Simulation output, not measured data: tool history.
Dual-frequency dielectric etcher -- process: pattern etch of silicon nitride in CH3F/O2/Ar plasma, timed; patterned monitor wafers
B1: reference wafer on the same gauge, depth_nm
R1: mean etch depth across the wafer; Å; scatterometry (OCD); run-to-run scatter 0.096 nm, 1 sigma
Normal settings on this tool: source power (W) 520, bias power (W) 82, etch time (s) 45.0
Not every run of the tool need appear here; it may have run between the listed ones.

{"run": 1, "hour": 0.0, "source power (W)": 520, "bias power (W)": 66, "etch time (s)": 45.0, "B1": 42.3, "R1": 371.5}
{"run": 2, "hour": 72.8, "source power (W)": 520, "bias power (W)": 66, "etch time (s)": 45.0, "B1": 42.3, "R1": 362.6}
{"run": 3, "hour": 140.7, "source power (W)": 520, "bias power (W)": 66, "etch time (s)": 45.0, "B1": 42.32, "R1": 365.7}
{"run": 4, "hour": 203.3, "source power (W)": 520, "bias power (W)": 82, "etch time (s)": 45.0, "B1": 42.3, "R1": 398.3}
{"run": 5, "hour": 256.1, "source power (W)": 520, "bias power (W)": 82, "etch time (s)": 45.0, "B1": 42.3, "R1": 397.4}
{"run": 6, "hour": 343.5, "source power (W)": 520, "bias power (W)": 82, "etch time (s)": 45.0, "B1": 42.3, "R1": 397.3}
{"run": 7, "hour": 439.8, "source power (W)": 520, "bias power (W)": 82, "etch time (s)": 45.0, "B1": 42.31, "R1": 400.3}
{"run": 8, "hour": 554.0, "source power (W)": 520, "bias power (W)": 82, "etch time (s)": 45.0, "B1": 42.27, "R1": 387.0}
{"run": 9, "hour": 612.8, "source power (W)": 520, "bias power (W)": 82, "etch time (s)": 45.0, "B1": 42.3, "R1": 389.1}
{"run": 10, "hour": 763.2, "source power (W)": 520, "bias power (W)": 82, "etch time (s)": 45.0, "B1": 42.3, "R1": 394.0}
{"run": 11, "hour": 966.7, "source power (W)": 520, "bias power (W)": 82, "etch time (s)": 45.0, "B1": 42.29, "R1": 397.2}
{"run": 12, "hour": 1027.6, "source power (W)": 520, "bias power (W)": 72, "etch time (s)": 45.0, "B1": 42.3, "R1": 379.5}
{"run": 13, "hour": 1072.3, "source power (W)": 440, "bias power (W)": 100, "etch time (s)": 36.5, "B1": 42.27, "R1": 332.1}
{"run": 14, "hour": 1165.0, "source power (W)": 520, "bias power (W)": 82, "etch time (s)": 45.0, "B1": 42.33, "R1": 390.4}
{"run": 15, "hour": 1224.7, "source power (W)": 520, "bias power (W)": 70, "etch time (s)": 36.5, "B1": 42.3, "R1": 297.6}
{"run": 16, "hour": 1300.8, "source power (W)": 400, "bias power (W)": 76, "etch time (s)": 41.0, "B1": 42.3, "R1": 320.1}
{"run": 17, "hour": 1405.4, "source power (W)": 410, "bias power (W)": 93, "etch time (s)": 50.5, "B1": 42.31, "R1": 432.2}
{"run": 18, "hour": 1475.2, "source power (W)": 410, "bias power (W)": 93, "etch time (s)": 50.5, "B1": 42.27, "R1": 433.3}
{"run": 19, "hour": 1530.7, "source power (W)": 640, "bias power (W)": 67, "etch time (s)": 45.0, "B1": 42.3, "R1": 392.5}
{"run": 20, "hour": 1573.2, "source power (W)": 440, "bias power (W)": 67, "etch time (s)": 41.0, "B1": 42.27, "R1": 319.6}
{"run": 21, "hour": 1622.2, "source power (W)": 440, "bias power (W)": 67, "etch time (s)": 41.0, "B1": 42.3, "R1": 319.9}

Not shown: 7 entries that the log had between the listed runs. Between which runs, and how does the tool's hidden state differ before and after?
Runs 1 to 2: wet clean of the chamber (hour 23.5)
  etch rate over this chamber's usual, %: 2.89 -> 0.964; bias power that arrives over what is set, %: -2.26 -> -2.41
  the result without the hidden state subtracted from the measured one, R1: +7.6 -> +0.4 Å
Runs 7 to 8: wet clean of the chamber (hour 553.5)
  etch rate over this chamber's usual, %: 2.93 -> -0.138; bias power that arrives over what is set, %: -3.14 -> -3.37
  the result without the hidden state subtracted from the measured one, R1: +6.8 -> -5.4 Å
Runs 8 to 9: source power generator calibrated (hour 597.5)
  etch rate over this chamber's usual, %: -0.138 -> 0.177; bias power that arrives over what is set, %: -3.37 -> -3.49
  the result without the hidden state subtracted from the measured one, R1: -5.4 -> -4.4 Å
Runs 9 to 10: bias power generator calibrated (hour 619.2); upper electrode replaced (hour 701.9)
  etch rate over this chamber's usual, %: 0.177 -> 0.985; bias power that arrives over what is set, %: -3.49 -> -1.54
  the result without the hidden state subtracted from the measured one, R1: -4.4 -> +1.6 Å
Runs 12 to 13: gauge calibrated (hour 1038.0)
  etch rate over this chamber's usual, %: 2.4 -> 2.64; bias power that arrives over what is set, %: -2.07 -> -2.16
  the result without the hidden state subtracted from the measured one, R1: +6.2 -> +5.8 Å
Runs 13 to 14: wet clean of the chamber (hour 1114.3)
  etch rate over this chamber's usual, %: 2.64 -> -0.213; bias power that arrives over what is set, %: -2.16 -> -2.34
  the result without the hidden state subtracted from the measured one, R1: +5.8 -> -4.2 Å
